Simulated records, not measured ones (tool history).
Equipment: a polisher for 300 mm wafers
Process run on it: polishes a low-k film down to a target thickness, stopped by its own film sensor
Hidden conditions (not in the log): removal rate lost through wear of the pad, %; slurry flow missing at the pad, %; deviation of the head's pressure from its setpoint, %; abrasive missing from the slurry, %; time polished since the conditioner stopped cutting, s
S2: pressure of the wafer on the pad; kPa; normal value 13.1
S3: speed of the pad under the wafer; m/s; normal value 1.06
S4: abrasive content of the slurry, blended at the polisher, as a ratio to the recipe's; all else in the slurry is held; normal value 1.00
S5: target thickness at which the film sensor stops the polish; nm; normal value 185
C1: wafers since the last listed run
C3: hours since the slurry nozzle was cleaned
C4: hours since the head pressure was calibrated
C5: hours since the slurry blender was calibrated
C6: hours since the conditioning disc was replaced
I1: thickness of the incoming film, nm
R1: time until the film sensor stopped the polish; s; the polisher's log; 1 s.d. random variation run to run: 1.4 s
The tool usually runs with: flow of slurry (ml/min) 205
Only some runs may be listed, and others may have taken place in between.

run 1 hour=0.0 | flow_of_slurry_(ml/min)=205 S2=13.1 S3=1.06 S4=1.00 S5=185 | C1=0 wafers_polished_on_this_pad=1003 C3=27.6 C4=14.3 C5=240.3 C6=198.3 | I1=237.7 | R1=118.9
run 2 hour=8.6 | flow_of_slurry_(ml/min)=205 S2=13.1 S3=1.06 S4=1.00 S5=185 | C1=56 wafers_polished_on_this_pad=1060 C3=36.2 C4=22.9 C5=248.9 C6=206.9 | I1=239.4 | R1=121.1
run 3 hour=19.1 | flow_of_slurry_(ml/min)=205 S2=13.1 S3=1.06 S4=0.75 S5=185 | C1=69 wafers_polished_on_this_pad=1129 C3=46.7 C4=33.4 C5=259.4 C6=217.4 | I1=241.3 | R1=172.4
-- hour=26.8 slurry blender recalibrated
run 4 hour=28.8 | flow_of_slurry_(ml/min)=205 S2=13.1 S3=1.06 S4=0.75 S5=185 | C1=50 wafers_polished_on_this_pad=1180 C3=56.4 C4=43.1 C5=2.0 C6=227.1 | I1=241.8 | R1=137.3
run 5 hour=34.9 | flow_of_slurry_(ml/min)=205 S2=13.1 S3=1.06 S4=0.75 S5=185 | C1=40 wafers_polished_on_this_pad=1220 C3=62.5 C4=49.2 C5=8.1 C6=233.2 | I1=243.7 | R1=146.0
-- hour=41.7 worn pad replaced by a new one
-- hour=51.3 conditioning disc replaced and pad reconditioned
run 6 hour=52.6 | flow_of_slurry_(ml/min)=205 S2=17.9 S3=1.06 S4=1.25 S5=185 | C1=76 wafers_polished_on_this_pad=58 C3=80.2 C4=66.9 C5=25.8 C6=1.3 | I1=241.4 | R1=69.1
run 7 hour=70.4 | flow_of_slurry_(ml/min)=175 S2=11.7 S3=0.74 S4=1.00 S5=169 | C1=117 wafers_polished_on_this_pad=175 C3=98.0 C4=84.7 C5=43.6 C6=19.1 | I1=240.4 | R1=216.0
run 8 hour=78.3 | flow_of_slurry_(ml/min)=205 S2=13.1 S3=1.06 S4=1.10 S5=185 | C1=51 wafers_polished_on_this_pad=227 C3=105.9 C4=92.6 C5=51.5 C6=27.0 | I1=238.4 | R1=97.6
run 9 hour=89.8 | flow_of_slurry_(ml/min)=205 S2=13.1 S3=1.06 S4=1.00 S5=185 | C1=75 wafers_polished_on_this_pad=303 C3=117.4 C4=104.1 C5=63.0 C6=38.5 | I1=239.7 | R1=108.0
run 10 hour=103.1 | flow_of_slurry_(ml/min)=205 S2=13.1 S3=1.06 S4=1.00 S5=185 | C1=87 wafers_polished_on_this_pad=390 C3=130.7 C4=117.4 C5=76.3 C6=51.8 | I1=240.8 | R1=108.1
run 11 hour=115.3 | flow_of_slurry_(ml/min)=205 S2=13.1 S3=1.20 S4=1.20 S5=185 | C1=80 wafers_polished_on_this_pad=471 C3=142.9 C4=129.6 C5=88.5 C6=64.0 | I1=239.6 | R1=87.2
run 12 hour=130.0 | flow_of_slurry_(ml/min)=205 S2=13.1 S3=1.06 S4=1.10 S5=185 | C1=96 wafers_polished_on_this_pad=567 C3=157.6 C4=144.3 C5=103.2 C6=78.7 | I1=240.8 | R1=104.1
run 13 hour=147.0 | flow_of_slurry_(ml/min)=205 S2=13.1 S3=1.06 S4=0.80 S5=193 | C1=111 wafers_polished_on_this_pad=679 C3=174.6 C4=161.3 C5=120.2 C6=95.7 | I1=240.6 | R1=116.8
run 14 hour=158.1 | flow_of_slurry_(ml/min)=205 S2=15.2 S3=0.90 S4=1.00 S5=185 | C1=73 wafers_polished_on_this_pad=752 C3=185.7 C4=172.4 C5=131.3 C6=106.8 | I1=240.4 | R1=108.8
run 15 hour=171.6 | flow_of_slurry_(ml/min)=150 S2=13.1 S3=1.30 S4=1.20 S5=185 | C1=88 wafers_polished_on_this_pad=841 C3=199.2 C4=185.9 C5=144.8 C6=120.3 | I1=237.5 | R1=83.9
run 16 hour=189.3 | flow_of_slurry_(ml/min)=205 S2=15.2 S3=0.90 S4=1.00 S5=185 | C1=116 wafers_polished_on_this_pad=957 C3=216.9 C4=203.6 C5=162.5 C6=138.0 | I1=241.4 | R1=115.2
run 17 hour=198.2 | flow_of_slurry_(ml/min)=270 S2=9.7 S3=1.06 S4=1.00 S5=185 | C1=58 wafers_polished_on_this_pad=1016 C3=225.8 C4=212.5 C5=171.4 C6=146.9 | I1=241.0 | R1=153.6
run 18 hour=206.5 | flow_of_slurry_(ml/min)=205 S2=13.1 S3=1.06 S4=1.00 S5=185 | C1=54 wafers_polished_on_this_pad=1070 C3=234.1 C4=220.8 C5=179.7 C6=155.2 | I1=241.0 | R1=116.4
-- hour=236.4 worn pad replaced by a new one
run 19 hour=256.3 | flow_of_slurry_(ml/min)=205 S2=13.1 S3=1.06 S4=1.00 S5=185 | C1=301 wafers_polished_on_this_pad=131 C3=283.9 C4=270.6 C5=229.5 C6=205.0 | I1=240.3 | R1=122.2
run 20 hour=266.8 | flow_of_slurry_(ml/min)=205 S2=13.1 S3=1.06 S4=1.00 S5=185 | C1=69 wafers_polished_on_this_pad=200 C3=294.4 C4=281.1 C5=240.0 C6=215.5 | I1=240.8 | R1=120.7
run 21 hour=284.3 | flow_of_slurry_(ml/min)=155 S2=10.3 S3=0.76 S4=1.00 S5=192 | C1=115 wafers_polished_on_this_pad=315 C3=311.9 C4=298.6 C5=257.5 C6=233.0 | I1=240.2 | R1=186.1
-- hour=295.4 slurry blender recalibrated
run 22 hour=302.5 | flow_of_slurry_(ml/min)=205 S2=15.9 S3=1.44 S4=0.90 S5=185 | C1=106 wafers_polished_on_this_pad=421 C3=330.1 C4=316.8 C5=7.1 C6=251.2 | I1=239.2 | R1=74.0

Expected results for the next run?
run 23 hour=320.5 | flow_of_slurry_(ml/min)=245 S2=13.1 S3=0.80 S4=1.00 S5=177 | C1=118 wafers_polished_on_this_pad=540 C3=348.1 C4=334.8 C5=25.1 C6=269.2 | I1=242.0 | R1=?

{"run 23": {"R1": 153.4}}
Take away the tool's hidden state, keep the run-to-run variation as it was, and the same run would have given R1 148.0 s.
